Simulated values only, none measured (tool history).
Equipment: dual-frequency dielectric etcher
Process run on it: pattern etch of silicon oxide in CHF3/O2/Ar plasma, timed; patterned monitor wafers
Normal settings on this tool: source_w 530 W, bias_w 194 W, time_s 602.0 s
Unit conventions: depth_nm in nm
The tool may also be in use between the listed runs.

run   hour  source_w  bias_w  time_s  wafers since the last listed run  hours since the last wet clean  hours since the last source power generator calibration  hours since the last bias power generator calibration  hours since the last upper electrode change  hours since the gauge calibration  read-back reference wafer on the same gauge, depth_nm  depth_nm
  1    0.0       530     194   602.0                                 0                             6.6                                                   1546.6                                                 2391.7                                       4775.8                              538.8                                                 1209.9    1113.6
  2   71.0       530     194   602.0                               126                            77.6                                                   1617.6                                                 2462.7                                       4846.8                              609.8                                                 1209.4    1116.6
  3  131.8       530     194   602.0                               108                           138.4                                                   1678.4                                                 2523.5                                       4907.6                              670.6                                                 1209.6    1121.2
  4  160.7       530     194   602.0                                51                           167.3                                                   1707.3                                                 2552.4                                       4936.5                              699.5                                                 1209.9    1123.5
  5  211.3       530     194   602.0                                90                           217.9                                                   1757.9                                                 2603.0                                       4987.1                              750.1                                                 1210.0    1123.3
     290.8  -- upper electrode replaced
  6  291.3       530     194   602.0                               100                           297.9                                                   1837.9                                                 2683.0                                          0.5                              830.1                                                 1210.1    1127.8
  7  331.3       530     194   602.0                                71                           337.9                                                   1877.9                                                 2723.0                                         40.5                              870.1                                                 1210.0    1130.4
  8  376.1       530     194   602.0                                80                           382.7                                                   1922.7                                                 2767.8                                         85.3                              914.9                                                 1210.1    1130.8
  9  402.3       450     194   602.0                                46                           408.9                                                   1948.9                                                 2794.0                                        111.5                              941.1                                                 1209.8    1050.4
     430.5  -- gauge calibrated
     498.8  -- wet clean of the chamber
     541.7  -- bias power generator calibrated
 10  559.2       450     194   602.0                               230                            60.4                                                   2105.8                                                   17.5                                        268.4                              128.7                                                 1209.8    1040.1
 11  608.5       580     194   602.0                                88                           109.7                                                   2155.1                                                   66.8                                        317.7                              178.0                                                 1210.0    1165.8
     622.5  -- source power generator calibrated
 12  653.4       530     194   602.0                                73                           154.6                                                     30.9                                                  111.7                                        362.6                              222.9                                                 1210.3    1099.5
 13  701.0       530     179   455.0                                85                           202.2                                                     78.5                                                  159.3                                        410.2                              270.5                                                 1210.1     805.1
 14  755.6       530     194   602.0                                97                           256.8                                                    133.1                                                  213.9                                        464.8                              325.1                                                 1210.4    1102.9
 15  802.2       530     164   476.5                                83                           303.4                                                    179.7                                                  260.5                                        511.4                              371.7                                                 1209.8     817.2
 16  841.6       530     194   544.5                                70                           342.8                                                    219.1                                                  299.9                                        550.8                              411.1                                                 1210.1    1001.3
 17  893.3       610     228   681.5                                92                           394.5                                                    270.8                                                  351.6                                        602.5                              462.8                                                 1210.0    1421.4
 18  952.2       580     229   483.5                               105                           453.4                                                    329.7                                                  410.5                                        661.4                              521.7                                                 1210.0     992.6

Each row is a separate what-if for the run after 18, all from the same tool condition, not one after another. Results?
  A  952.8       530     194   602.0                                 1                           454.0                                                    330.3                                                  411.1                                        662.0                              522.3                                                      ?         ?
  B  952.8       450     214   496.0                                 1                           454.0                                                    330.3                                                  411.1                                        662.0                              522.3                                                      ?         ?
  C  952.8       530     170   602.0                                 1                           454.0                                                    330.3                                                  411.1                                        662.0                              522.3                                                      ?         ?

run  read-back reference wafer on the same gauge, depth_nm  depth_nm
  A                                                 1210.6    1109.6
  B                                                 1210.6     884.5
  C                                                 1210.6    1053.0
The same runs, with their run-to-run variation unchanged, on a tool lacking any hidden condition would have given:
run  depth_nm
  A    1096.0
  B     873.7
  C    1040.1
